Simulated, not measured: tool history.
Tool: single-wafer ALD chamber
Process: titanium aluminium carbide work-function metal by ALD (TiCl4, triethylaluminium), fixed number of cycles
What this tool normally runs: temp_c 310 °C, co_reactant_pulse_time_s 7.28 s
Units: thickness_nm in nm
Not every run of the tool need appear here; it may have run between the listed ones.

run,hour,temp_c,co_reactant_pulse_time_s,"read-back reference wafer on the same gauge, thickness_nm",thickness_nm
1,0.0,300,7.28,1.979,1.953
2,23.0,310,5.83,1.978,1.905
3,41.5,310,5.83,1.978,1.905
4,74.2,310,7.28,1.981,2.047
5,99.6,310,8.68,1.980,2.132
6,131.8,310,8.68,1.982,2.121
7,156.1,310,8.68,1.980,2.127
# hour 176.5: triethylaluminium bottle replaced
8,177.0,310,7.28,1.979,2.062
9,186.8,310,7.28,1.979,2.048
10,214.6,310,7.28,1.980,2.036
11,236.2,301,9.05,1.981,2.064
12,252.0,301,9.05,1.979,2.053
# hour 273.9: thermocouple changed; heater temperature recalibrated
13,274.4,323,7.28,1.980,2.174
14,308.5,301,9.05,1.981,2.054
15,329.6,310,7.28,1.981,2.042
16,355.1,319,8.48,1.980,2.213
# hour 380.1: showerhead replaced
17,380.6,306,10.18,1.982,2.128
18,400.6,325,7.28,1.978,2.176
# hour 415.2: gauge calibrated
19,418.3,321,6.33,1.979,2.063
20,440.8,310,4.41,1.981,1.658
21,473.2,310,4.60,1.980,1.706
22,500.7,302,8.94,1.980,2.057
23,521.8,310,5.63,1.982,1.881
24,556.3,310,9.06,1.980,2.136
25,570.5,314,7.28,1.981,2.084

What the log doesn't show, run by run:
wafer temperature above the value expected at the setpoint (K): 0 on each run
triethylaluminium dose above that of a fresh bottle (%): 0 on each run
gauge reads high (%): 0 on each run
